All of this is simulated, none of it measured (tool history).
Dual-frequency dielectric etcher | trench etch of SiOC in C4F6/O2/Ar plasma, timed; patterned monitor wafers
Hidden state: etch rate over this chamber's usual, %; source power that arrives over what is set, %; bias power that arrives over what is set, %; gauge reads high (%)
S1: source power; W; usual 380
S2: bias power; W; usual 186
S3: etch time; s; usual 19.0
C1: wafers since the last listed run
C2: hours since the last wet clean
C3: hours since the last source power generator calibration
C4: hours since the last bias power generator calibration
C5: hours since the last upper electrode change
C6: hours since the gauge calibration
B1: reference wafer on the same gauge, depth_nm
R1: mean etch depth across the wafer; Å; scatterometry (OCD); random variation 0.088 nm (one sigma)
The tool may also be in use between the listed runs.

run,hour,S1,S2,S3,C1,C2,C3,C4,C5,C6,B1,R1
1,0.0,380,186,19.0,0,256.8,101.1,3608.0,143.4,9.0,45.44,431.1
2,50.1,380,186,19.0,782,306.9,151.2,3658.1,193.5,59.1,45.37,431.0
3,87.6,380,186,19.0,585,344.4,188.7,3695.6,231.0,96.6,45.39,430.7
4,133.8,380,186,19.0,721,390.6,234.9,3741.8,277.2,142.8,45.41,430.8
5,164.9,350,186,21.5,485,421.7,266.0,3772.9,308.3,173.9,45.43,475.7
6,212.1,380,186,19.0,737,468.9,313.2,3820.1,355.5,221.1,45.40,430.9
7,281.3,380,186,19.0,1081,538.1,382.4,3889.3,424.7,290.3,45.39,431.9
# hour 316.8: wet clean of the chamber
8,324.4,310,162,20.5,298,7.6,425.5,3932.4,467.8,333.4,45.39,414.2
9,353.4,310,170,17.5,453,36.6,454.5,3961.4,496.8,362.4,45.39,361.3
10,380.5,300,186,22.0,423,63.7,481.6,3988.5,523.9,389.5,45.39,466.4
11,450.6,350,153,19.0,1095,133.8,551.7,4058.6,594.0,459.6,45.43,390.5
12,490.7,330,228,24.5,626,173.9,591.8,4098.7,634.1,499.7,45.44,576.0
13,554.4,440,154,22.0,995,237.6,655.5,4162.4,697.8,563.4,45.39,487.5
14,593.2,480,186,19.0,606,276.4,694.3,4201.2,736.6,602.2,45.42,464.9
15,626.5,410,223,16.0,520,309.7,727.6,4234.5,769.9,635.5,45.39,397.1
16,716.9,330,228,24.5,1412,400.1,818.0,4324.9,860.3,725.9,45.43,574.2
# hour 771.1: bias power generator calibrated
17,781.9,420,157,21.5,953,465.1,883.0,10.8,925.3,790.9,45.39,474.2
18,829.9,460,141,19.0,750,513.1,931.0,58.8,973.3,838.9,45.39,414.2
19,855.7,410,224,23.0,403,538.9,956.8,84.6,999.1,864.7,45.42,573.9
# hour 891.3: wet clean of the chamber
20,926.4,380,186,19.0,729,35.1,1027.5,155.3,1069.8,935.4,45.38,429.5
21,954.8,380,186,19.0,443,63.5,1055.9,183.7,1098.2,963.8,45.42,431.2
22,999.5,380,221,16.5,698,108.2,1100.6,228.4,1142.9,1008.5,45.41,400.6
23,1067.1,330,223,19.0,1056,175.8,1168.2,296.0,1210.5,1076.1,45.39,441.5
24,1096.1,330,163,14.5,453,204.8,1197.2,325.0,1239.5,1105.1,45.40,299.5
25,1139.9,310,162,20.5,684,248.6,1241.0,368.8,1283.3,1148.9,45.41,415.0
26,1202.9,380,227,24.5,984,311.6,1304.0,431.8,1346.3,1211.9,45.37,599.3
27,1265.5,380,220,23.5,978,374.2,1366.6,494.4,1408.9,1274.5,45.42,569.4
28,1327.4,380,200,13.5,967,436.1,1428.5,556.3,1470.8,1336.4,45.39,315.2
# hour 1373.5: wet clean of the chamber
29,1385.5,380,166,19.0,532,12.0,1486.6,614.4,1528.9,1394.5,45.38,413.9

Forecast each of these 5 alternatives for the next run:
A,1385.9,380,186,24.0,6,12.4,1487.0,614.8,1529.3,1394.9,?,?
B,1385.9,410,174,24.5,6,12.4,1487.0,614.8,1529.3,1394.9,?,?
C,1385.9,410,160,20.5,6,12.4,1487.0,614.8,1529.3,1394.9,?,?
D,1385.9,430,222,16.5,6,12.4,1487.0,614.8,1529.3,1394.9,?,?
E,1385.9,340,147,16.0,6,12.4,1487.0,614.8,1529.3,1394.9,?,?

run,B1,R1
A,45.45,543.8
B,45.45,554.6
C,45.45,449.9
D,45.45,415.4
E,45.45,320.8
Without the tool's hidden state the same runs would have given:
run,R1
A,543.8
B,554.6
C,449.9
D,415.4
E,320.8
